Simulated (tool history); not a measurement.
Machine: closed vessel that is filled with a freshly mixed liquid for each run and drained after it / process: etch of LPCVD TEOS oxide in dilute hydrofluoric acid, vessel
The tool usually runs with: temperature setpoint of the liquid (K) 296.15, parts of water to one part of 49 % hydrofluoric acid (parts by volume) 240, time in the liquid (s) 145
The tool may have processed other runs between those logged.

run   hour  temperature setpoint of the liquid (K)  parts of water to one part of 49 % hydrofluoric acid (parts by volume)  time in the liquid (s)  read-back film thickness of the LPCVD TEOS oxide reference wafer, read on the same gauge (nm)  thickness taken off the LPCVD TEOS oxide on a monitor wafer (nm)
  1    0.0                                  296.15                                                                     240                     145                                                                                          50.11                                                             20.07
  2   37.1                                  296.15                                                                     240                     145                                                                                          49.88                                                             20.13
  3   56.2                                  296.15                                                                     240                     145                                                                                          49.80                                                             20.22
  4   75.1                                  296.15                                                                     240                     145                                                                                          49.69                                                             20.24
  5  110.7                                  296.15                                                                     240                     145                                                                                          49.60                                                             20.06
  6  136.9                                  296.15                                                                     240                     145                                                                                          49.45                                                             20.11
  7  239.5                                  296.15                                                                     240                     145                                                                                          49.24                                                             19.93
  8  255.1                                  296.15                                                                     240                     145                                                                                          49.17                                                             19.70
  9  284.9                                  296.15                                                                     240                     145                                                                                          49.22                                                             19.84
 10  320.8                                  296.15                                                                     240                     145                                                                                          49.11                                                             19.74
 11  349.0                                  296.15                                                                     240                     145                                                                                          49.06                                                             19.91
 12  374.8                                  296.15                                                                     240                     145                                                                                          49.07                                                             19.78
 13  480.4                                  298.65                                                                     240                     145                                                                                          48.97                                                             21.86
 14  510.5                                  298.65                                                                     240                     145                                                                                          48.97                                                             21.66
 15  530.5                                  298.65                                                                     240                     145                                                                                          48.92                                                             21.65
 16  560.6                                  296.15                                                                     240                      85                                                                                          48.90                                                             11.67
 17  590.8                                  296.15                                                                     240                     145                                                                                          48.93                                                             19.81
 18  606.5                                  292.65                                                                     160                      60                                                                                          48.95                                                             11.61
 19  637.1                                  291.65                                                                     240                     145                                                                                          48.88                                                             16.69
 20  649.9                                  296.15                                                                     240                     145                                                                                          48.89                                                             19.81
 21  669.7                                  293.15                                                                     295                      95                                                                                          48.89                                                              8.99
 22  721.1                                  291.65                                                                     150                     145                                                                                          49.96                                                             29.51
 23  744.4                                  296.15                                                                     190                     145                                                                                          49.77                                                             26.72
 24  766.1                                  293.65                                                                     240                      70                                                                                          49.62                                                              8.91
 25  795.0                                  296.15                                                                     355                     100                                                                                          49.48                                                              8.37
 26  829.7                                  298.15                                                                     345                      80                                                                                          49.42                                                              7.39
 27  849.2                                  298.65                                                                     200                     145                                                                                          49.35                                                             27.38
 28  878.3                                  296.15                                                                     240                     145                                                                                          49.27                                                             20.04
 29  894.9                                  296.15                                                                     240                     145                                                                                          49.21                                                             19.97
 30  917.2                                  296.15                                                                     240                     145                                                                                          49.14                                                             19.70
 31  942.7                                  296.15                                                                     240                      65                                                                                          49.10                                                              8.90

Missing from the log above: 3 entries noted between runs. For each, name the pair of listed runs it sits between and say how the tool's hidden condition differs from the listed run just before to the listed run just after:
From run 12 to run 13: thermometer replaced (hour 412.4)
  gauge reads high (%): -1.9 -> -2.07
  what was measured, less what the result would be without the hidden state, thickness taken off the LPCVD TEOS oxide on a monitor wafer (nm): -0.38 -> -0.46
From run 21 to run 22: hydrofluoric acid flow meter replaced (hour 697.4); gauge calibrated (hour 702.5)
  gauge reads high (%): -2.22 -> -0.209
  what was measured, less what the result would be without the hidden state, thickness taken off the LPCVD TEOS oxide on a monitor wafer (nm): -0.20 -> -0.07
